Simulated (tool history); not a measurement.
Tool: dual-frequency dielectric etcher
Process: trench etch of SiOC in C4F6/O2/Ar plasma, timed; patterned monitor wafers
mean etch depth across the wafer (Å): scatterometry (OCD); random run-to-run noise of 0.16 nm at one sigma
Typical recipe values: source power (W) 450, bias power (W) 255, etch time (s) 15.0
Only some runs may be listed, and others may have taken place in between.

run,hour,source power (W),bias power (W),etch time (s),"read-back reference wafer on the same gauge, depth_nm",mean etch depth across the wafer (Å)
1,0.0,450,255,15.0,37.19,365.2
2,33.1,450,255,15.0,37.18,365.5
3,49.1,400,255,15.0,37.26,351.1
4,75.9,400,255,15.0,37.16,348.6
5,89.0,400,255,15.0,37.16,347.6
6,111.9,380,255,15.0,37.25,347.0
7,129.1,380,255,15.0,37.23,340.6
8,150.2,380,255,15.0,37.23,343.0
9,175.5,450,255,15.0,37.24,359.3
10,190.6,450,255,15.0,37.25,359.5
11,212.9,390,220,15.0,37.21,325.7
12,230.7,350,255,17.0,37.20,376.2
# hour 267.3: upper electrode replaced, of another model than before
13,267.8,450,299,15.0,37.20,390.5
# hour 274.8: source power generator calibrated
# hour 287.7: bias power generator calibrated
14,318.5,350,314,17.0,37.20,403.4
15,337.7,560,255,11.5,37.16,300.6
16,371.8,350,196,15.0,37.14,263.3
# hour 416.2: gauge calibrated
# hour 422.9: wet clean of the chamber
17,454.4,360,211,11.0,37.21,212.8
18,484.9,450,255,15.0,37.22,365.1
19,519.6,450,255,15.0,37.23,360.8
20,550.6,340,255,15.0,37.17,316.8
21,576.4,380,255,15.0,37.18,334.4
22,605.3,450,255,12.0,37.19,289.8
23,621.9,450,255,15.0,37.22,357.7

Forecast each of these 4 alternatives for the next run:
A,622.3,450,300,15.0,?,?
B,622.3,540,285,15.0,?,?
C,622.3,490,200,15.0,?,?
D,622.3,380,281,11.5,?,?

run,"read-back reference wafer on the same gauge, depth_nm",mean etch depth across the wafer (Å)
A,37.17,394.2
B,37.17,415.0
C,37.17,318.1
D,37.17,269.4
The same runs, with their run-to-run variation unchanged, on a tool lacking any hidden condition would have given:
run,mean etch depth across the wafer (Å)
A,400.6
B,421.7
C,323.3
D,273.8

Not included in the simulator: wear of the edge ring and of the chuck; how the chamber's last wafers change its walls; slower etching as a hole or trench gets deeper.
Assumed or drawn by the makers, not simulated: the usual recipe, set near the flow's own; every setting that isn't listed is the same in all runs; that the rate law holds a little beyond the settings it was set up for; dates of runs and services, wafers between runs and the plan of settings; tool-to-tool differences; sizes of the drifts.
